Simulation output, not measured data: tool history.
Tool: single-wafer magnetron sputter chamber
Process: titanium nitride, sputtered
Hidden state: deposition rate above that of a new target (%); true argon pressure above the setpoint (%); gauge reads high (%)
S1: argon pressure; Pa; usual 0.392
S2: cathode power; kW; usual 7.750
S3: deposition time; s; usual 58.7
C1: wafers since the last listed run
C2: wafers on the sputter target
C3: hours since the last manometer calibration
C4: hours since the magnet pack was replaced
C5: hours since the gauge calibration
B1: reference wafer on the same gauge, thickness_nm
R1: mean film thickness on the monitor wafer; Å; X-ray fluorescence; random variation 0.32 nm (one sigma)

{"run": 1, "day": 0.0, "S1": 0.392, "S2": 7.75, "S3": 58.7, "C1": 0, "C2": 2095, "C3": 960.0, "C4": 9846.0, "C5": 91.3, "B1": 80.306, "R1": 808.25}
{"run": 2, "day": 0.646, "S1": 0.392, "S2": 7.75, "S3": 58.7, "C1": 196, "C2": 2291, "C3": 975.5, "C4": 9861.5, "C5": 106.8, "B1": 80.334, "R1": 804.33}
{"run": 3, "day": 1.025, "S1": 0.392, "S2": 7.75, "S3": 58.7, "C1": 115, "C2": 2407, "C3": 984.6, "C4": 9870.6, "C5": 115.9, "B1": 80.331, "R1": 804.39}
{"run": 4, "day": 1.412, "S1": 0.392, "S2": 7.75, "S3": 58.7, "C1": 117, "C2": 2524, "C3": 993.9, "C4": 9879.9, "C5": 125.2, "B1": 80.351, "R1": 815.02}
{"run": 5, "day": 2.125, "S1": 0.392, "S2": 7.75, "S3": 58.7, "C1": 216, "C2": 2741, "C3": 1011.0, "C4": 9897.0, "C5": 142.3, "B1": 80.281, "R1": 805.03}
{"run": 6, "day": 2.671, "S1": 0.392, "S2": 6.75, "S3": 58.7, "C1": 165, "C2": 2907, "C3": 1024.1, "C4": 9910.1, "C5": 155.4, "B1": 80.279, "R1": 706.5}
{"run": 7, "day": 3.033, "S1": 0.392, "S2": 8.35, "S3": 58.7, "C1": 110, "C2": 3017, "C3": 1032.8, "C4": 9918.8, "C5": 164.1, "B1": 80.192, "R1": 870.72}
{"run": 8, "day": 3.333, "S1": 0.392, "S2": 8.35, "S3": 58.7, "C1": 91, "C2": 3108, "C3": 1040.0, "C4": 9926.0, "C5": 171.3, "B1": 80.205, "R1": 865.61}
{"run": 9, "day": 4.083, "S1": 0.392, "S2": 6.95, "S3": 58.7, "C1": 227, "C2": 3336, "C3": 1058.0, "C4": 9944.0, "C5": 189.3, "B1": 80.406, "R1": 718.88}
{"run": 10, "day": 4.575, "S1": 0.392, "S2": 6.95, "S3": 58.7, "C1": 149, "C2": 3485, "C3": 1069.8, "C4": 9955.8, "C5": 201.1, "B1": 80.201, "R1": 722.53}
{"run": 11, "day": 5.104, "S1": 0.392, "S2": 7.75, "S3": 58.7, "C1": 160, "C2": 3646, "C3": 1082.5, "C4": 9968.5, "C5": 213.8, "B1": 80.246, "R1": 805.12}
{"day": 5.362, "done": "gauge calibrated"}
{"day": 5.508, "done": "sputter target and shields replaced"}
{"run": 12, "day": 5.592, "S1": 0.352, "S2": 7.75, "S3": 58.7, "C1": 46, "C2": 25, "C3": 1094.2, "C4": 9980.2, "C5": 5.5, "B1": 80.279, "R1": 794.7}
{"day": 6.142, "done": "magnet pack replaced"}
{"run": 13, "day": 6.162, "S1": 0.392, "S2": 9.15, "S3": 55.2, "C1": 72, "C2": 97, "C3": 1107.9, "C4": 0.5, "C5": 19.2, "B1": 80.285, "R1": 867.96}
{"run": 14, "day": 6.592, "S1": 0.392, "S2": 7.75, "S3": 58.7, "C1": 130, "C2": 227, "C3": 1118.2, "C4": 10.8, "C5": 29.5, "B1": 80.255, "R1": 782.03}
{"day": 7.454, "done": "capacitance manometer re-zeroed and calibrated"}
{"run": 15, "day": 7.475, "S1": 0.302, "S2": 7.75, "S3": 58.7, "C1": 167, "C2": 394, "C3": 0.5, "C4": 32.0, "C5": 50.7, "B1": 80.217, "R1": 819.2}
{"run": 16, "day": 7.717, "S1": 0.49, "S2": 7.75, "S3": 58.7, "C1": 73, "C2": 468, "C3": 6.3, "C4": 37.8, "C5": 56.5, "B1": 80.342, "R1": 735.11}
{"day": 8.104, "done": "sputter target and shields replaced, repeated, since the last time left the tool worse"}
{"run": 17, "day": 8.125, "S1": 0.237, "S2": 9.0, "S3": 47.7, "C1": 22, "C2": 6, "C3": 16.1, "C4": 47.6, "C5": 66.3, "B1": 80.339, "R1": 840.31}
{"run": 18, "day": 8.596, "S1": 0.392, "S2": 7.75, "S3": 63.1, "C1": 143, "C2": 149, "C3": 27.4, "C4": 58.9, "C5": 77.6, "B1": 80.111, "R1": 873.11}
{"run": 19, "day": 9.104, "S1": 0.392, "S2": 6.95, "S3": 58.7, "C1": 154, "C2": 303, "C3": 39.6, "C4": 71.1, "C5": 89.8, "B1": 80.218, "R1": 735.24}
{"run": 20, "day": 9.746, "S1": 0.392, "S2": 8.9, "S3": 47.0, "C1": 194, "C2": 498, "C3": 55.0, "C4": 86.5, "C5": 105.2, "B1": 80.255, "R1": 746.32}
{"run": 21, "day": 10.008, "S1": 0.392, "S2": 7.75, "S3": 58.7, "C1": 79, "C2": 578, "C3": 61.3, "C4": 92.8, "C5": 111.5, "B1": 80.233, "R1": 813.08}
{"run": 22, "day": 10.5, "S1": 0.289, "S2": 8.55, "S3": 69.8, "C1": 149, "C2": 727, "C3": 73.1, "C4": 104.6, "C5": 123.3, "B1": 80.3, "R1": 1134.9}
{"run": 23, "day": 11.242, "S1": 0.392, "S2": 7.75, "S3": 58.7, "C1": 225, "C2": 953, "C3": 90.9, "C4": 122.4, "C5": 141.1, "B1": 80.293, "R1": 813.29}

Forecast each of these 3 alternatives for the next run:
{"run": "A", "day": 11.258, "S1": 0.25, "S2": 7.75, "S3": 58.7, "C1": 5, "C2": 958, "C3": 91.3, "C4": 122.8, "C5": 141.5, "B1": "?", "R1": "?"}
{"run": "B", "day": 11.258, "S1": 0.392, "S2": 7.75, "S3": 68.6, "C1": 5, "C2": 958, "C3": 91.3, "C4": 122.8, "C5": 141.5, "B1": "?", "R1": "?"}
{"run": "C", "day": 11.258, "S1": 0.473, "S2": 7.75, "S3": 67.2, "C1": 5, "C2": 958, "C3": 91.3, "C4": 122.8, "C5": 141.5, "B1": "?", "R1": "?"}

run=A B1=80.241 R1=879.34
run=B B1=80.241 R1=952.58
run=C B1=80.241 R1=894.45
Without the tool's hidden state the same runs would have given:
run=A R1=886.86
run=B R1=960.73
run=C R1=902.10
